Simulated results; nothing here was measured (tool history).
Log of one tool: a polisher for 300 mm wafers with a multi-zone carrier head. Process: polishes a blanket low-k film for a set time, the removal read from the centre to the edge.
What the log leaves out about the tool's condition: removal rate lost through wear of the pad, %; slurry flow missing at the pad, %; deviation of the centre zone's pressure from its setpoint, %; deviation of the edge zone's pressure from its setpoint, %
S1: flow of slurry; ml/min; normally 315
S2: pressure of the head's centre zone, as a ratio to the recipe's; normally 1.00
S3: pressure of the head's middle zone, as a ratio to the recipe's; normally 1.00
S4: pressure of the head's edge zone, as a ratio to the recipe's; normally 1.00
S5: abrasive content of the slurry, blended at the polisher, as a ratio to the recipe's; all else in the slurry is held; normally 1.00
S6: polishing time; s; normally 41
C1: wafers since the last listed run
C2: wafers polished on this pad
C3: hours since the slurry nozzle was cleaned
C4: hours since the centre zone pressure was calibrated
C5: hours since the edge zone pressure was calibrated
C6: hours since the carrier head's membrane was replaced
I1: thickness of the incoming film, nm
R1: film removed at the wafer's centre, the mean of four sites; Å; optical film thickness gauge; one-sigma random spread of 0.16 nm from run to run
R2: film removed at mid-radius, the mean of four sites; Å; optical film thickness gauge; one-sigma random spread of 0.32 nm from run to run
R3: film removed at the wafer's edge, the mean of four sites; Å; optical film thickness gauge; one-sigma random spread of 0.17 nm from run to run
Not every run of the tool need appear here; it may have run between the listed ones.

run	hour	S1	S2	S3	S4	S5	S6	C1	C2	C3	C4	C5	C6	I1	R1	R2	R3
1	0.0	315	1.00	1.00	1.00	1.05	41	0	1112	624.6	97.8	580.5	47.9	738.4	225	226	228
# hour 26.6: edge zone pressure recalibrated
2	35.3	315	1.00	1.00	1.00	0.75	41	421	1533	659.9	133.1	8.7	83.2	735.5	201	201	200
3	48.2	350	1.00	0.94	1.00	1.10	41	163	1696	672.8	146.0	21.6	96.1	730.2	229	214	227
4	69.4	315	1.00	1.10	1.00	1.00	41	268	1964	694.0	167.2	42.8	117.3	739.5	221	240	218
5	99.4	370	1.00	1.12	1.07	0.90	41	379	2344	724.0	197.2	72.8	147.3	725.9	217	239	220
# hour 111.1: slurry nozzle cleaned
6	125.5	380	1.04	1.00	1.00	1.00	41	317	2661	14.4	223.3	98.9	173.4	727.7	233	219	218
# hour 135.8: worn pad replaced by a new one
7	158.9	315	1.08	1.00	1.00	0.80	41	371	292	47.8	256.7	132.3	206.8	726.1	228	211	205
8	180.3	250	1.05	1.00	1.00	1.00	53	270	562	69.2	278.1	153.7	228.2	723.9	298	272	285
# hour 189.8: centre zone pressure recalibrated
9	213.9	315	0.95	0.96	0.96	0.75	41	399	962	102.8	24.1	187.3	261.8	747.1	195	199	198
10	228.2	315	1.11	0.92	1.00	1.00	41	180	1143	117.1	38.4	201.6	276.1	725.2	248	209	217
11	262.3	315	1.00	1.00	1.00	0.70	41	431	1574	151.2	72.5	235.7	310.2	739.7	198	202	198
12	292.6	315	1.04	1.11	1.00	1.00	41	383	1958	181.5	102.8	266.0	340.5	727.0	230	241	219
13	319.2	315	1.00	0.90	1.00	1.00	41	336	2294	208.1	129.4	292.6	367.1	731.9	217	199	218
14	336.3	410	1.00	0.89	1.00	1.00	41	216	2510	225.2	146.5	309.7	384.2	736.8	222	200	221
15	359.0	360	1.00	1.00	1.00	0.75	41	287	2798	247.9	169.2	332.4	406.9	736.3	205	200	199
# hour 373.6: worn pad replaced by a new one
16	384.4	270	1.00	1.00	1.00	1.10	41	270	136	273.3	194.6	357.8	432.3	733.6	230	227	227
17	396.4	315	1.00	1.00	0.88	1.00	46	151	288	285.3	206.6	369.8	444.3	728.8	250	254	234
18	424.8	395	1.00	1.00	1.10	1.00	41	359	647	313.7	235.0	398.2	472.7	740.1	230	229	235
19	457.6	315	1.00	1.07	1.04	0.85	47	414	1062	346.5	267.8	431.0	505.5	722.7	243	259	244
20	479.3	250	1.00	1.00	1.00	1.00	41	274	1337	368.2	289.5	452.7	527.2	729.1	214	222	218
# hour 490.3: centre zone pressure recalibrated
21	514.4	315	1.00	1.00	1.00	1.00	41	418	1755	403.3	24.1	487.8	562.3	729.6	223	221	220

Across each entry between runs, compare the hidden state at the last listed run before it with the hidden state at the first listed run after it:
From run 1 to run 2: edge zone pressure recalibrated (hour 26.6)
  removal rate lost through wear of the pad, %: 1.66 -> 2.22
  the result without the hidden state subtracted from the measured one, R1: -4 -> -5 Å; R2: -4 -> -5 Å; R3: -3 -> -4 Å
From run 5 to run 6: slurry nozzle cleaned (hour 111.1)
  removal rate lost through wear of the pad, %: 3.24 -> 3.65
  the result without the hidden state subtracted from the measured one, R1: -7 -> -9 Å; R2: -8 -> -9 Å; R3: -7 -> -8 Å
From run 6 to run 7: worn pad replaced by a new one (hour 135.8)
  removal rate lost through wear of the pad, %: 3.65 -> 0.382
  the result without the hidden state subtracted from the measured one, R1: -9 -> -1 Å; R2: -9 -> -1 Å; R3: -8 -> +0 Å
From run 8 to run 9: centre zone pressure recalibrated (hour 189.8)
  removal rate lost through wear of the pad, %: 0.722 -> 1.26
  the result without the hidden state subtracted from the measured one, R1: -2 -> -3 Å; R2: -2 -> -3 Å; R3: -2 -> -2 Å
From run 15 to run 16: worn pad replaced by a new one (hour 373.6)
  removal rate lost through wear of the pad, %: 3.56 -> 0.298
  the result without the hidden state subtracted from the measured one, R1: -7 -> +0 Å; R2: -7 -> +0 Å; R3: -7 -> +0 Å
From run 20 to run 21: centre zone pressure recalibrated (hour 490.3)
  removal rate lost through wear of the pad, %: 1.81 -> 2.36
  the result without the hidden state subtracted from the measured one, R1: -4 -> -5 Å; R2: -4 -> -6 Å; R3: -4 -> -6 Å
